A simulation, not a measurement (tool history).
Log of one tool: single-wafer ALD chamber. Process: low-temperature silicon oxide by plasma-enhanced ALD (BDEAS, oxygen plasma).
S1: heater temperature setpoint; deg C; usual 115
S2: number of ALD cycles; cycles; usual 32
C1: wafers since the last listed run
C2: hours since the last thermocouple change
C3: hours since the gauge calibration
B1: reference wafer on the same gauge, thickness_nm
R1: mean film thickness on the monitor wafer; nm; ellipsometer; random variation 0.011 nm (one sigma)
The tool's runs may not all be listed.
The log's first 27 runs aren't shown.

Run 28, hour 2210.1: usual settings but S1 103 deg C, S2 35 cycles; C1 380; C2 896.1; C3 128.6; B1 4.188. Result: R1 5.088 nm.
Run 29, hour 2283.4: usual settings but S1 128 deg C, S2 34 cycles; C1 566; C2 969.4; C3 201.9; B1 4.185. Result: R1 4.704 nm.
Run 30, hour 2475.8: usual settings but S1 103 deg C; C1 1486; C2 1161.8; C3 394.3; B1 4.188. Result: R1 4.644 nm.
Run 31, hour 2547.9: usual settings but S2 34 cycles; C1 557; C2 1233.9; C3 466.4; B1 4.191. Result: R1 4.840 nm.
Run 32, hour 2608.5: usual settings; C1 468; C2 1294.5; C3 527.0; B1 4.189. Result: R1 4.521 nm.
Run 33, hour 2648.8: usual settings but S1 127 deg C, S2 30 cycles; C1 311; C2 1334.8; C3 567.3; B1 4.192. Result: R1 4.154 nm.
Run 34, hour 2735.6: usual settings but S1 105 deg C; C1 670; C2 1421.6; C3 654.1; B1 4.192. Result: R1 4.613 nm.
Run 35, hour 2795.0: usual settings but S1 127 deg C, S2 38 cycles; C1 459; C2 1481.0; C3 713.5; B1 4.185. Result: R1 5.259 nm.
Run 36, hour 2833.9: usual settings but S1 119 deg C, S2 30 cycles; C1 300; C2 1519.9; C3 752.4; B1 4.193. Result: R1 4.214 nm.
Run 37, hour 2914.6: usual settings; C1 623; C2 1600.6; C3 833.1; B1 4.191. Result: R1 4.538 nm.
Run 38, hour 3014.2: usual settings but S1 108 deg C, S2 26 cycles; C1 769; C2 1700.2; C3 932.7; B1 4.192. Result: R1 3.730 nm.
Run 39, hour 3088.3: usual settings but S1 126 deg C, S2 35 cycles; C1 572; C2 1774.3; C3 1006.8; B1 4.191. Result: R1 4.855 nm.
Run 40, hour 3193.9: usual settings but S1 107 deg C, S2 27 cycles; C1 816; C2 1879.9; C3 1112.4; B1 4.189. Result: R1 3.876 nm.
At hour 3237.8: thermocouple changed; heater temperature recalibrated.
Run 41, hour 3238.3: usual settings but S1 128 deg C, S2 26 cycles; C1 281; C2 0.5; C3 1156.8; B1 4.190. Result: R1 3.590 nm.
Run 42, hour 3279.0: usual settings but S1 123 deg C, S2 36 cycles; C1 314; C2 41.2; C3 1197.5; B1 4.190. Result: R1 5.020 nm.
Run 43, hour 3330.5: usual settings but S1 127 deg C, S2 36 cycles; C1 397; C2 92.7; C3 1249.0; B1 4.185. Result: R1 4.995 nm.
Run 44, hour 3413.1: usual settings; C1 638; C2 175.3; C3 1331.6; B1 4.187. Result: R1 4.531 nm.
Run 45, hour 3466.2: usual settings; C1 410; C2 228.4; C3 1384.7; B1 4.189. Result: R1 4.521 nm.

3 ways to go on from here, each from the tool as it stands after run 45. What would each give?
Run A, hour 3466.7: usual settings; C1 3; C2 228.9; C3 1385.2; B1 ?. Result: R1 ?.
Run B, hour 3466.7: usual settings but S1 128 deg C, S2 30 cycles; C1 3; C2 228.9; C3 1385.2; B1 ?. Result: R1 ?.
Run C, hour 3466.7: usual settings but S1 105 deg C, S2 26 cycles; C1 3; C2 228.9; C3 1385.2; B1 ?. Result: R1 ?.

run     B1     R1
  A  4.192  4.549
  B  4.192  4.164
  C  4.192  3.763
Without the tool's hidden state the same runs would have given:
run     R1
  A  4.554
  B  4.169
  C  3.768

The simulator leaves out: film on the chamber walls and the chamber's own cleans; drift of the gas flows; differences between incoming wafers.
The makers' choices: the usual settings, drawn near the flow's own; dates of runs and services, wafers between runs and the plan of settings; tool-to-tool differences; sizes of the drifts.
